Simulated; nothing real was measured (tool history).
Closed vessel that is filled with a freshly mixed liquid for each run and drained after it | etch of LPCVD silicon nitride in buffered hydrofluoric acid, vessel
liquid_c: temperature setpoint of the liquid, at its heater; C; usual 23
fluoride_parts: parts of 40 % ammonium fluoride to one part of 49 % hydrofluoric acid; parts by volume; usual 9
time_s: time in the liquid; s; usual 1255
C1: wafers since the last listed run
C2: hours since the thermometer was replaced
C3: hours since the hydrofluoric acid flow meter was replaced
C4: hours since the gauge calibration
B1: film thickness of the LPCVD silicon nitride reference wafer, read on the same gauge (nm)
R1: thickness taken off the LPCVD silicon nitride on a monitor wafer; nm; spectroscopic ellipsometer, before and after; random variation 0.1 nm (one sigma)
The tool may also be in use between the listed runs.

{"run": 1, "hour": 0.0, "liquid_c": 20.5, "fluoride_parts": 11.5, "time_s": 1255, "C1": 0, "C2": 1299.6, "C3": 1275.2, "C4": 480.3, "B1": 50, "R1": 12.83}
{"run": 2, "hour": 53.3, "liquid_c": 23, "fluoride_parts": 9, "time_s": 1255, "C1": 1724, "C2": 1352.9, "C3": 1328.5, "C4": 533.6, "B1": 50.05, "R1": 18.53}
{"run": 3, "hour": 95.7, "liquid_c": 23, "fluoride_parts": 9, "time_s": 1255, "C1": 1371, "C2": 1395.3, "C3": 1370.9, "C4": 576, "B1": 49.99, "R1": 18.55}
{"run": 4, "hour": 133.6, "liquid_c": 23, "fluoride_parts": 9, "time_s": 1255, "C1": 1226, "C2": 1433.2, "C3": 1408.8, "C4": 613.9, "B1": 49.98, "R1": 18.57}
{"run": 5, "hour": 216.1, "liquid_c": 23, "fluoride_parts": 7, "time_s": 1255, "C1": 2669, "C2": 1515.7, "C3": 1491.3, "C4": 696.4, "B1": 49.99, "R1": 23.23}
{"run": 6, "hour": 292.8, "liquid_c": 23, "fluoride_parts": 7, "time_s": 1255, "C1": 2481, "C2": 1592.4, "C3": 1568, "C4": 773.1, "B1": 50, "R1": 23.2}
{"run": 7, "hour": 341.2, "liquid_c": 23, "fluoride_parts": 7, "time_s": 1255, "C1": 1565, "C2": 1640.8, "C3": 1616.4, "C4": 821.5, "B1": 50.01, "R1": 23.44}
{"run": 8, "hour": 384.0, "liquid_c": 23, "fluoride_parts": 9, "time_s": 1255, "C1": 1384, "C2": 1683.6, "C3": 1659.2, "C4": 864.3, "B1": 49.99, "R1": 18.4}
{"run": 9, "hour": 438.3, "liquid_c": 23, "fluoride_parts": 9, "time_s": 1255, "C1": 1756, "C2": 1737.9, "C3": 1713.5, "C4": 918.6, "B1": 50, "R1": 18.31}
{"run": 10, "hour": 514.5, "liquid_c": 25, "fluoride_parts": 10, "time_s": 1255, "C1": 2465, "C2": 1814.1, "C3": 1789.7, "C4": 994.8, "B1": 49.99, "R1": 18.55}
{"hour": 552.4, "done": "thermometer replaced"}
{"hour": 555.0, "done": "hydrofluoric acid flow meter replaced"}
{"run": 11, "hour": 563.7, "liquid_c": 23, "fluoride_parts": 6, "time_s": 720, "C1": 1527, "C2": 11.3, "C3": 8.7, "C4": 1044, "B1": 49.96, "R1": 14.79}
{"run": 12, "hour": 603.0, "liquid_c": 20.5, "fluoride_parts": 8, "time_s": 1585, "C1": 1271, "C2": 50.6, "C3": 48, "C4": 1083.3, "B1": 49.98, "R1": 20.86}
{"run": 13, "hour": 659.5, "liquid_c": 23, "fluoride_parts": 9, "time_s": 1255, "C1": 1828, "C2": 107.1, "C3": 104.5, "C4": 1139.8, "B1": 50, "R1": 17.2}
{"hour": 668.6, "done": "gauge calibrated"}
{"run": 14, "hour": 730.8, "liquid_c": 20.5, "fluoride_parts": 9, "time_s": 1255, "C1": 2306, "C2": 178.4, "C3": 175.8, "C4": 62.2, "B1": 50.02, "R1": 14.95}
{"run": 15, "hour": 770.3, "liquid_c": 23, "fluoride_parts": 9, "time_s": 1255, "C1": 1278, "C2": 217.9, "C3": 215.3, "C4": 101.7, "B1": 49.98, "R1": 17.2}
{"hour": 814.1, "done": "hydrofluoric acid flow meter replaced, repeated, since the last time left the tool worse"}
{"run": 16, "hour": 845.3, "liquid_c": 23, "fluoride_parts": 9, "time_s": 1460, "C1": 2394, "C2": 292.9, "C3": 31.2, "C4": 176.7, "B1": 49.99, "R1": 22.14}
{"run": 17, "hour": 945.1, "liquid_c": 23, "fluoride_parts": 9, "time_s": 860, "C1": 3228, "C2": 392.7, "C3": 131, "C4": 276.5, "B1": 50.03, "R1": 13.15}
{"run": 18, "hour": 1022.2, "liquid_c": 19.5, "fluoride_parts": 11.5, "time_s": 1745, "C1": 2494, "C2": 469.8, "C3": 208.1, "C4": 353.6, "B1": 50, "R1": 17.69}
{"run": 19, "hour": 1061.2, "liquid_c": 26, "fluoride_parts": 11.5, "time_s": 1255, "C1": 1261, "C2": 508.8, "C3": 247.1, "C4": 392.6, "B1": 49.96, "R1": 18.36}

4 ways to go on from here, each from the tool as it stands after run 19. What would each give?
{"run": "A", "hour": 1062.2, "liquid_c": 23, "fluoride_parts": 9, "time_s": 610, "C1": 32, "C2": 509.8, "C3": 248.1, "C4": 393.6, "B1": "?", "R1": "?"}
{"run": "B", "hour": 1062.2, "liquid_c": 27, "fluoride_parts": 6, "time_s": 1695, "C1": 32, "C2": 509.8, "C3": 248.1, "C4": 393.6, "B1": "?", "R1": "?"}
{"run": "C", "hour": 1062.2, "liquid_c": 26, "fluoride_parts": 11.5, "time_s": 1455, "C1": 32, "C2": 509.8, "C3": 248.1, "C4": 393.6, "B1": "?", "R1": "?"}
{"run": "D", "hour": 1062.2, "liquid_c": 25, "fluoride_parts": 9, "time_s": 1255, "C1": 32, "C2": 509.8, "C3": 248.1, "C4": 393.6, "B1": "?", "R1": "?"}

run=A B1=50.01 R1=9.23
run=B B1=50.01 R1=47.48
run=C B1=50.01 R1=20.98
run=D B1=50.01 R1=21.17
Without the tool's hidden state the same runs would have given:
run=A R1=9.37
run=B R1=48.51
run=C R1=21.5
run=D R1=21.51

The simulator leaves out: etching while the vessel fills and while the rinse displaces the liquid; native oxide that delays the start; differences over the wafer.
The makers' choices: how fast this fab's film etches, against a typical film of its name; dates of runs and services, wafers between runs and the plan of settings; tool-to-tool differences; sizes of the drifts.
